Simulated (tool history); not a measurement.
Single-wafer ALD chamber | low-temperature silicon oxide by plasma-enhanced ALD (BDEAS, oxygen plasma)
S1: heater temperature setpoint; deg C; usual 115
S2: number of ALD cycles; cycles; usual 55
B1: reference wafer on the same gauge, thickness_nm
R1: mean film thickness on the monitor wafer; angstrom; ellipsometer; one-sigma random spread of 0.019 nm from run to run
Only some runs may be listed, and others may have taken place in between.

{"run": 1, "hour": 0.0, "S1": 115, "S2": 55, "B1": 6.98, "R1": 73.9}
{"run": 2, "hour": 51.1, "S1": 115, "S2": 55, "B1": 6.985, "R1": 74.33}
{"run": 3, "hour": 65.2, "S1": 115, "S2": 55, "B1": 6.997, "R1": 73.82}
{"run": 4, "hour": 74.2, "S1": 115, "S2": 55, "B1": 7.008, "R1": 74.2}
{"run": 5, "hour": 87.5, "S1": 115, "S2": 55, "B1": 7.002, "R1": 74.42}
{"run": 6, "hour": 104.0, "S1": 115, "S2": 62, "B1": 7.01, "R1": 83.88}
{"run": 7, "hour": 118.4, "S1": 115, "S2": 55, "B1": 7.016, "R1": 74.17}
{"run": 8, "hour": 132.1, "S1": 115, "S2": 55, "B1": 7.02, "R1": 74.3}
{"run": 9, "hour": 141.2, "S1": 115, "S2": 55, "B1": 7.021, "R1": 74.61}
{"run": 10, "hour": 149.7, "S1": 115, "S2": 55, "B1": 7.027, "R1": 74.52}
{"run": 11, "hour": 160.5, "S1": 115, "S2": 55, "B1": 7.035, "R1": 74.45}
{"run": 12, "hour": 177.0, "S1": 108, "S2": 49, "B1": 7.04, "R1": 67.53}
{"run": 13, "hour": 194.5, "S1": 115, "S2": 55, "B1": 7.054, "R1": 74.86}
{"run": 14, "hour": 209.3, "S1": 115, "S2": 55, "B1": 7.051, "R1": 74.87}
{"hour": 213.1, "done": "gauge calibrated"}
{"run": 15, "hour": 215.6, "S1": 115, "S2": 55, "B1": 7.001, "R1": 74.43}
{"run": 16, "hour": 223.0, "S1": 115, "S2": 55, "B1": 7.002, "R1": 74.3}
{"run": 17, "hour": 235.2, "S1": 115, "S2": 65, "B1": 6.998, "R1": 87.88}
{"run": 18, "hour": 247.8, "S1": 115, "S2": 55, "B1": 6.997, "R1": 74.47}
{"hour": 269.7, "done": "thermocouple changed; heater temperature recalibrated"}
{"run": 19, "hour": 270.2, "S1": 128, "S2": 44, "B1": 6.997, "R1": 57.89}
{"run": 20, "hour": 276.8, "S1": 129, "S2": 59, "B1": 7.004, "R1": 77.37}
{"run": 21, "hour": 285.7, "S1": 115, "S2": 55, "B1": 7.003, "R1": 74.4}
{"run": 22, "hour": 302.6, "S1": 119, "S2": 62, "B1": 7.006, "R1": 83.31}
{"run": 23, "hour": 316.6, "S1": 109, "S2": 59, "B1": 7, "R1": 80.51}
{"run": 24, "hour": 332.8, "S1": 120, "S2": 45, "B1": 7.013, "R1": 60.48}
{"run": 25, "hour": 347.9, "S1": 122, "S2": 61, "B1": 7.012, "R1": 81.55}
{"run": 26, "hour": 357.0, "S1": 115, "S2": 55, "B1": 7.014, "R1": 74.31}
{"run": 27, "hour": 373.0, "S1": 106, "S2": 46, "B1": 7.018, "R1": 63.29}
{"run": 28, "hour": 390.5, "S1": 115, "S2": 55, "B1": 7.026, "R1": 74.54}
{"run": 29, "hour": 403.5, "S1": 115, "S2": 55, "B1": 7.039, "R1": 74.96}
{"run": 30, "hour": 415.4, "S1": 107, "S2": 59, "B1": 7.031, "R1": 81.59}
{"run": 31, "hour": 426.3, "S1": 123, "S2": 49, "B1": 7.035, "R1": 65.52}
{"run": 32, "hour": 433.2, "S1": 115, "S2": 45, "B1": 7.043, "R1": 61.53}
{"run": 33, "hour": 445.2, "S1": 115, "S2": 55, "B1": 7.032, "R1": 74.91}

3 ways to go on from here, each from the tool as it stands after run 33. What would each give?
{"run": "A", "hour": 445.7, "S1": 115, "S2": 55, "B1": "?", "R1": "?"}
{"run": "B", "hour": 445.7, "S1": 124, "S2": 60, "B1": "?", "R1": "?"}
{"run": "C", "hour": 445.7, "S1": 108, "S2": 61, "B1": "?", "R1": "?"}

run=A B1=7.04 R1=74.65
run=B B1=7.04 R1=79.99
run=C B1=7.04 R1=83.93
The same runs, with their run-to-run variation unchanged, on a tool lacking any hidden condition would have given:
run=A R1=73.98
run=B R1=79.28
run=C R1=83.18

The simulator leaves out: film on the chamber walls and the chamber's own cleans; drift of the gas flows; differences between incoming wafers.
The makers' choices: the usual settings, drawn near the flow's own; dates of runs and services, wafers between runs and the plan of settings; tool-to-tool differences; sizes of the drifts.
